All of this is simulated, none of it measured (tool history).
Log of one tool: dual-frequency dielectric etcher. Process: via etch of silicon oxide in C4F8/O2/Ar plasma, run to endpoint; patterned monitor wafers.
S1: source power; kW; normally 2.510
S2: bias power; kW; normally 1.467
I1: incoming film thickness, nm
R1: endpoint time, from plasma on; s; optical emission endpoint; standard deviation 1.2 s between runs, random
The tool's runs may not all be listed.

run,hour,S1,S2,I1,R1
1,0.0,2.510,1.467,2243.7,407.5
2,29.6,2.510,1.467,2259.9,410.6
3,96.0,2.510,1.467,2261.5,411.8
4,147.6,2.510,1.467,2266.0,410.1
# hour 166.9: source power generator calibrated
5,175.3,2.510,1.583,2232.8,400.5
6,244.9,2.510,1.467,2241.0,412.1
7,288.4,2.510,1.467,2272.5,417.3
# hour 325.7: upper electrode replaced
8,326.2,2.510,1.467,2259.4,416.9
9,377.9,2.510,1.467,2235.4,411.5
10,434.3,2.510,1.467,2262.9,417.7
# hour 497.4: wet clean of the chamber
11,505.6,2.510,1.691,2261.4,396.2
12,551.5,2.510,1.691,2258.4,396.9
13,594.7,2.510,1.691,2262.6,398.3
14,632.8,1.930,1.728,2246.6,414.6
15,682.3,2.270,1.812,2253.9,399.8
16,730.6,3.050,1.280,2256.7,406.1
17,789.8,2.510,1.467,2264.7,415.2
18,827.3,3.100,1.603,2254.3,389.6
19,856.1,2.730,1.741,2283.3,395.4
20,906.6,2.510,1.221,2244.7,429.8
21,974.3,1.970,1.800,2259.9,416.8
# hour 1042.3: wet clean of the chamber
# hour 1044.2: bias power generator calibrated
22,1044.7,2.760,1.467,2242.2,398.5
23,1107.1,2.510,1.467,2252.0,407.3
24,1157.7,2.510,1.467,2259.4,408.8
25,1229.7,2.300,1.575,2247.2,410.8
26,1296.0,2.300,1.604,2268.5,414.1
27,1338.9,3.120,1.467,2265.3,396.7
28,1386.7,2.510,1.252,2269.8,430.2
29,1458.5,2.510,1.467,2281.8,421.3
30,1483.7,2.510,1.467,2264.8,417.0
31,1521.0,2.510,1.467,2268.0,419.1
32,1555.3,2.510,1.114,2298.0,450.8
# hour 1604.8: wet clean of the chamber
33,1605.3,2.790,1.295,2234.2,408.5
34,1640.0,2.510,1.467,2274.9,411.3

Consider 5 possible next runs. They are alternatives, not a sequence: every one starts from the tool as it was left by run 34. What does each give?
A,1640.5,2.510,1.467,2261.0,?
B,1640.5,2.200,1.102,2261.0,?
C,1640.5,2.090,1.799,2261.0,?
D,1640.5,2.940,1.597,2261.0,?
E,1640.5,2.270,1.467,2261.0,?

run,R1
A,410.1
B,447.4
C,405.2
D,389.0
E,418.4
Without the tool's unlogged condition, the same runs would have read:
run,R1
A,410.0
B,447.2
C,405.2
D,388.9
E,418.3
